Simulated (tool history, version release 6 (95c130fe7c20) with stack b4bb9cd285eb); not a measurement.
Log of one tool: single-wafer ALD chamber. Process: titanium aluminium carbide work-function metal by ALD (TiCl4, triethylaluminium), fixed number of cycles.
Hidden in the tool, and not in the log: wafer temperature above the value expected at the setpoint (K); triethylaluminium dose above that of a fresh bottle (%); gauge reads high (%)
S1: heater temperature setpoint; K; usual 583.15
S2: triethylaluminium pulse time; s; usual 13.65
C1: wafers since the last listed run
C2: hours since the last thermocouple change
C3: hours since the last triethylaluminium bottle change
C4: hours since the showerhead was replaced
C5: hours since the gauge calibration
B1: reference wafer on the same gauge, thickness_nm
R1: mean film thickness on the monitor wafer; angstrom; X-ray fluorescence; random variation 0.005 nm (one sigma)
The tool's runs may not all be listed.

run	hour	S1	S2	C1	C2	C3	C4	C5	B1	R1
1	0.0	583.15	13.65	0	1010.2	90.3	2564.6	892.3	2.110	20.09
2	67.7	583.15	13.65	846	1077.9	158.0	2632.3	960.0	2.111	20.03
3	136.8	583.15	13.65	864	1147.0	227.1	2701.4	1029.1	2.110	20.15
4	180.1	583.15	13.65	541	1190.3	270.4	2744.7	1072.4	2.109	20.03
5	235.6	583.15	13.65	694	1245.8	325.9	2800.2	1127.9	2.111	20.04
6	263.3	583.15	13.65	346	1273.5	353.6	2827.9	1155.6	2.111	20.00
7	324.3	583.15	13.65	763	1334.5	414.6	2888.9	1216.6	2.109	19.86
8	378.6	583.15	13.65	679	1388.8	468.9	2943.2	1270.9	2.109	19.94
9	443.9	583.15	13.65	816	1454.1	534.2	3008.5	1336.2	2.111	19.92
10	490.9	583.15	17.70	587	1501.1	581.2	3055.5	1383.2	2.110	20.19
11	550.2	583.15	17.70	741	1560.4	640.5	3114.8	1442.5	2.109	20.20
# hour 564.0: thermocouple changed; heater temperature recalibrated
# hour 567.0: triethylaluminium bottle replaced
12	591.4	583.15	13.65	377	27.4	24.4	3156.0	1483.7	2.110	19.23
13	632.6	583.15	13.65	515	68.6	65.6	3197.2	1524.9	2.110	19.19
14	780.6	583.15	13.65	1851	216.6	213.6	3345.2	1672.9	2.111	18.98
15	845.2	583.15	13.65	808	281.2	278.2	3409.8	1737.5	2.110	18.80
16	884.6	583.15	13.65	492	320.6	317.6	3449.2	1776.9	2.109	18.73
# hour 908.3: showerhead replaced
17	911.5	583.15	8.83	236	347.5	344.5	3.2	1803.8	2.108	16.11
# hour 923.0: triethylaluminium bottle replaced, repeated, since the last time left the tool worse
18	969.0	594.15	11.00	619	405.0	46.0	60.7	1861.3	2.110	20.71
19	1000.9	583.15	13.65	399	436.9	77.9	92.6	1893.2	2.109	20.09
# hour 1002.9: gauge calibrated
20	1101.3	594.15	11.00	1255	537.3	178.3	193.0	98.4	2.109	20.70
21	1127.5	576.15	17.63	327	563.5	204.5	219.2	124.6	2.109	19.65
22	1197.1	597.15	8.89	870	633.1	274.1	288.8	194.2	2.109	20.11
23	1256.2	597.15	8.89	739	692.2	333.2	347.9	253.3	2.110	20.03
24	1285.4	589.15	8.65	365	721.4	362.4	377.1	282.5	2.111	19.29
25	1339.3	571.15	13.65	674	775.3	416.3	431.0	336.4	2.108	18.99
26	1399.7	592.15	10.16	755	835.7	476.7	491.4	396.8	2.112	20.11
27	1453.3	583.15	16.61	670	889.3	530.3	545.0	450.4	2.110	20.13
# hour 1492.7: triethylaluminium bottle replaced
28	1503.0	583.15	13.65	521	939.0	10.3	594.7	500.1	2.109	20.18
29	1528.5	583.15	13.65	318	964.5	35.8	620.2	525.6	2.110	20.06
30	1553.0	596.15	15.50	306	989.0	60.3	644.7	550.1	2.109	21.37
31	1597.0	583.15	16.64	550	1033.0	104.3	688.7	594.1	2.111	20.34
32	1638.8	595.15	12.09	522	1074.8	146.1	730.5	635.9	2.110	20.91

What the log doesn't show, run by run:
wafer temperature above the value expected at the setpoint (K): 0 in every run
gauge reads high (%): 0 in every run
H1: triethylaluminium dose above that of a fresh bottle (%)
run	H1
1	-5.9
2	-7.87
3	-9.88
4	-11.1
5	-12.8
6	-13.6
7	-15.3
8	-16.9
9	-18.8
10	-20.2
11	-21.9
12	-36.1
13	-37.3
14	-41.6
15	-43.5
16	-44.6
17	-45.4
18	-2.22
19	-3.15
20	-6.08
21	-6.84
22	-8.86
23	-10.6
24	-11.4
25	-13
26	-14.8
27	-16.3
28	-2.37
29	-3.12
30	-3.83
31	-5.11
32	-6.33

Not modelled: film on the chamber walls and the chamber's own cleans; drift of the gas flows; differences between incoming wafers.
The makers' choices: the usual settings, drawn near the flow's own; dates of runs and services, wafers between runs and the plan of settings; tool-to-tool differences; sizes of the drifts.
